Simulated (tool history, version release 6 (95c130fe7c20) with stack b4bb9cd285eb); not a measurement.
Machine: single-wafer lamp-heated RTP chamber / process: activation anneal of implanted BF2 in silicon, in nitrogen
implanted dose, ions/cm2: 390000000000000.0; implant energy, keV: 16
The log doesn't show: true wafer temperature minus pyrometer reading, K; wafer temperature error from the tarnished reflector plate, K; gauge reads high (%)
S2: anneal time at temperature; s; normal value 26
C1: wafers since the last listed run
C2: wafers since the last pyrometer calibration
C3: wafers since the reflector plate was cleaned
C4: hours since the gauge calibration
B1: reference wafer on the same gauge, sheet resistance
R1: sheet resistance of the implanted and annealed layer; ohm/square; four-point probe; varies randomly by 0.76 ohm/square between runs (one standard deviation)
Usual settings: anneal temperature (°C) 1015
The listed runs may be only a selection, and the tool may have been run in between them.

Run 1, hour 0.0: usual settings; C1 0; C2 1234; C3 2291; C4 461.5; B1 292.07. Result: R1 294.52 ohm/square.
Run 2, hour 71.5: usual settings but S2 33 s; C1 683; C2 1917; C3 2975; C4 533.0; B1 291.78. Result: R1 291.97 ohm/square.
Run 3, hour 104.9: usual settings but S2 33 s; C1 319; C2 2236; C3 3294; C4 566.4; B1 292.03. Result: R1 291.49 ohm/square.
Run 4, hour 219.0: usual settings but anneal temperature (°C) 1029, S2 29 s; C1 1090; C2 3327; C3 4384; C4 680.5; B1 292.08. Result: R1 287.88 ohm/square.
At hour 239.4: gauge calibrated.
Run 5, hour 255.9: usual settings but anneal temperature (°C) 1029, S2 29 s; C1 352; C2 3680; C3 4737; C4 16.5; B1 291.82. Result: R1 288.99 ohm/square.
Run 6, hour 316.4: usual settings but anneal temperature (°C) 1029, S2 29 s; C1 578; C2 4258; C3 5315; C4 77.0; B1 292.06. Result: R1 289.50 ohm/square.
At hour 353.1: pyrometer window cleaned and pyrometer calibrated.
Run 7, hour 354.1: usual settings; C1 283; C2 9; C3 5599; C4 114.7; B1 291.81. Result: R1 294.41 ohm/square.
Run 8, hour 424.2: usual settings but anneal temperature (°C) 990, S2 21 s; C1 670; C2 679; C3 6269; C4 184.8; B1 291.86. Result: R1 305.46 ohm/square.
At hour 434.3: reflector plate cleaned.
Run 9, hour 459.8: usual settings but anneal temperature (°C) 990, S2 21 s; C1 263; C2 943; C3 244; C4 220.4; B1 292.03. Result: R1 305.79 ohm/square.
Run 10, hour 490.0: usual settings but anneal temperature (°C) 1038, S2 12 s; C1 288; C2 1232; C3 532; C4 250.6; B1 291.99. Result: R1 294.83 ohm/square.
Run 11, hour 533.2: usual settings but S2 35 s; C1 412; C2 1645; C3 945; C4 293.8; B1 291.84. Result: R1 291.06 ohm/square.
Run 12, hour 593.4: usual settings but anneal temperature (°C) 1005; C1 575; C2 2220; C3 1521; C4 354.0; B1 292.12. Result: R1 297.76 ohm/square.
Run 13, hour 654.3: usual settings but anneal temperature (°C) 1041; C1 582; C2 2802; C3 2103; C4 414.9; B1 292.05. Result: R1 285.19 ohm/square.
Run 14, hour 705.2: usual settings; C1 486; C2 3289; C3 2589; C4 465.8; B1 291.85. Result: R1 293.68 ohm/square.

State the hidden condition of the tool at each of the runs:
true wafer temperature minus pyrometer reading, K: 0 in every run
wafer temperature error from the tarnished reflector plate, K: 0 in every run
gauge reads high (%): 0 in every run
